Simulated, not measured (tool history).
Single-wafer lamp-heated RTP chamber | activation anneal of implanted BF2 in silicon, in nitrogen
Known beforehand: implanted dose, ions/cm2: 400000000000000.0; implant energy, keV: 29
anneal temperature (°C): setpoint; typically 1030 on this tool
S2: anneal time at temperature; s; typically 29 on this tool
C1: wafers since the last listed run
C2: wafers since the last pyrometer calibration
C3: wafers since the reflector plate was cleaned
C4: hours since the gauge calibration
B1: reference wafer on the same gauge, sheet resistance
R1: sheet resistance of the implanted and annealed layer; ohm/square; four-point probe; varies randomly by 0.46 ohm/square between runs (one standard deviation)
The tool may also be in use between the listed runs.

run 1 hour=0.0 | anneal_temperature_(°C)=1030 S2=29 | C1=0 C2=1446 C3=4905 C4=495.7 | B1=332.58 | R1=302.33
run 2 hour=19.3 | anneal_temperature_(°C)=1030 S2=29 | C1=171 C2=1618 C3=5077 C4=515.0 | B1=332.57 | R1=302.14
run 3 hour=33.5 | anneal_temperature_(°C)=1030 S2=29 | C1=126 C2=1745 C3=5203 C4=529.2 | B1=332.66 | R1=302.31
run 4 hour=66.1 | anneal_temperature_(°C)=1006 S2=23 | C1=290 C2=2035 C3=5494 C4=561.8 | B1=332.59 | R1=305.54
run 5 hour=115.1 | anneal_temperature_(°C)=1006 S2=23 | C1=436 C2=2472 C3=5931 C4=610.8 | B1=332.46 | R1=304.77
run 6 hour=128.6 | anneal_temperature_(°C)=1006 S2=23 | C1=120 C2=2592 C3=6051 C4=624.3 | B1=332.46 | R1=306.36
run 7 hour=146.2 | anneal_temperature_(°C)=1030 S2=29 | C1=156 C2=2749 C3=6208 C4=641.9 | B1=332.48 | R1=302.02
run 8 hour=159.4 | anneal_temperature_(°C)=1030 S2=29 | C1=117 C2=2867 C3=6325 C4=655.1 | B1=332.41 | R1=302.89
run 9 hour=179.6 | anneal_temperature_(°C)=1030 S2=29 | C1=179 C2=3047 C3=6505 C4=675.3 | B1=332.37 | R1=301.44
run 10 hour=246.3 | anneal_temperature_(°C)=1030 S2=29 | C1=594 C2=3641 C3=7100 C4=742.0 | B1=332.26 | R1=302.39
run 11 hour=269.6 | anneal_temperature_(°C)=1013 S2=29 | C1=207 C2=3849 C3=7307 C4=765.3 | B1=332.16 | R1=303.71
run 12 hour=291.0 | anneal_temperature_(°C)=1013 S2=29 | C1=190 C2=4039 C3=7498 C4=786.7 | B1=332.22 | R1=303.41
run 13 hour=318.3 | anneal_temperature_(°C)=1013 S2=29 | C1=243 C2=4283 C3=7741 C4=814.0 | B1=332.20 | R1=302.90
-- hour=332.6 pyrometer window cleaned and pyrometer calibrated
run 14 hour=337.2 | anneal_temperature_(°C)=1030 S2=29 | C1=97 C2=40 C3=7838 C4=832.9 | B1=332.19 | R1=301.31
run 15 hour=369.8 | anneal_temperature_(°C)=1030 S2=29 | C1=290 C2=331 C3=8129 C4=865.5 | B1=332.11 | R1=301.44
run 16 hour=442.1 | anneal_temperature_(°C)=1030 S2=29 | C1=644 C2=975 C3=8773 C4=937.8 | B1=331.89 | R1=301.60
run 17 hour=458.7 | anneal_temperature_(°C)=1030 S2=29 | C1=147 C2=1123 C3=8921 C4=954.4 | B1=331.91 | R1=302.04
run 18 hour=482.1 | anneal_temperature_(°C)=1030 S2=29 | C1=208 C2=1331 C3=9130 C4=977.8 | B1=331.78 | R1=301.74
-- hour=490.2 reflector plate cleaned
run 19 hour=505.5 | anneal_temperature_(°C)=1030 S2=14 | C1=137 C2=1468 C3=136 C4=1001.2 | B1=331.82 | R1=304.80
run 20 hour=527.1 | anneal_temperature_(°C)=1010 S2=41 | C1=192 C2=1661 C3=328 C4=1022.8 | B1=331.73 | R1=301.70
run 21 hour=544.3 | anneal_temperature_(°C)=1030 S2=29 | C1=153 C2=1814 C3=482 C4=1040.0 | B1=331.72 | R1=300.55
run 22 hour=572.6 | anneal_temperature_(°C)=1030 S2=29 | C1=252 C2=2066 C3=734 C4=1068.3 | B1=331.64 | R1=301.57
-- hour=598.8 gauge calibrated
run 23 hour=599.5 | anneal_temperature_(°C)=1043 S2=45 | C1=239 C2=2306 C3=973 C4=0.7 | B1=333.77 | R1=298.35
run 24 hour=627.0 | anneal_temperature_(°C)=1004 S2=29 | C1=245 C2=2551 C3=1218 C4=28.2 | B1=333.76 | R1=305.14
run 25 hour=650.3 | anneal_temperature_(°C)=1030 S2=13 | C1=207 C2=2759 C3=1426 C4=51.5 | B1=333.71 | R1=305.84
run 26 hour=711.5 | anneal_temperature_(°C)=1030 S2=39 | C1=545 C2=3304 C3=1971 C4=112.7 | B1=333.58 | R1=300.57
-- hour=751.8 pyrometer window cleaned and pyrometer calibrated
run 27 hour=753.5 | anneal_temperature_(°C)=1021 S2=37 | C1=302 C2=15 C3=2274 C4=154.7 | B1=333.35 | R1=302.78
run 28 hour=782.9 | anneal_temperature_(°C)=1030 S2=29 | C1=261 C2=276 C3=2536 C4=184.1 | B1=333.52 | R1=302.61
run 29 hour=814.0 | anneal_temperature_(°C)=1014 S2=24 | C1=277 C2=554 C3=2814 C4=215.2 | B1=333.47 | R1=305.42
run 30 hour=832.5 | anneal_temperature_(°C)=1058 S2=24 | C1=164 C2=718 C3=2978 C4=233.7 | B1=333.32 | R1=302.45
run 31 hour=847.1 | anneal_temperature_(°C)=1030 S2=29 | C1=130 C2=849 C3=3108 C4=248.3 | B1=333.41 | R1=302.46
run 32 hour=880.1 | anneal_temperature_(°C)=1006 S2=29 | C1=294 C2=1143 C3=3403 C4=281.3 | B1=333.22 | R1=306.09
run 33 hour=903.0 | anneal_temperature_(°C)=1030 S2=29 | C1=204 C2=1347 C3=3607 C4=304.2 | B1=333.34 | R1=302.80
run 34 hour=919.4 | anneal_temperature_(°C)=1030 S2=36 | C1=146 C2=1493 C3=3753 C4=320.6 | B1=333.22 | R1=301.92
run 35 hour=951.2 | anneal_temperature_(°C)=1030 S2=29 | C1=283 C2=1776 C3=4036 C4=352.4 | B1=333.13 | R1=302.00
run 36 hour=973.3 | anneal_temperature_(°C)=1030 S2=45 | C1=196 C2=1973 C3=4233 C4=374.5 | B1=333.05 | R1=299.18
run 37 hour=1001.4 | anneal_temperature_(°C)=1030 S2=29 | C1=250 C2=2224 C3=4483 C4=402.6 | B1=332.93 | R1=302.85
run 38 hour=1024.8 | anneal_temperature_(°C)=1011 S2=43 | C1=208 C2=2432 C3=4692 C4=426.0 | B1=332.83 | R1=303.03

For each run, what was the tool's unlogged condition?
true wafer temperature minus pyrometer reading, K: 0 on each run
wafer temperature error from the tarnished reflector plate, K: 0 on each run
H1: gauge reads high (%)
run=1 H1=-0.391
run=2 H1=-0.401
run=3 H1=-0.409
run=4 H1=-0.426
run=5 H1=-0.452
run=6 H1=-0.459
run=7 H1=-0.468
run=8 H1=-0.475
run=9 H1=-0.486
run=10 H1=-0.521
run=11 H1=-0.533
run=12 H1=-0.544
run=13 H1=-0.559
run=14 H1=-0.569
run=15 H1=-0.586
run=16 H1=-0.624
run=17 H1=-0.633
run=18 H1=-0.645
run=19 H1=-0.657
run=20 H1=-0.669
run=21 H1=-0.678
run=22 H1=-0.693
run=23 H1=-0.0731
run=24 H1=-0.0876
run=25 H1=-0.0998
run=26 H1=-0.132
run=27 H1=-0.154
run=28 H1=-0.17
run=29 H1=-0.186
run=30 H1=-0.196
run=31 H1=-0.204
run=32 H1=-0.221
run=33 H1=-0.233
run=34 H1=-0.242
run=35 H1=-0.258
run=36 H1=-0.27
run=37 H1=-0.285
run=38 H1=-0.297

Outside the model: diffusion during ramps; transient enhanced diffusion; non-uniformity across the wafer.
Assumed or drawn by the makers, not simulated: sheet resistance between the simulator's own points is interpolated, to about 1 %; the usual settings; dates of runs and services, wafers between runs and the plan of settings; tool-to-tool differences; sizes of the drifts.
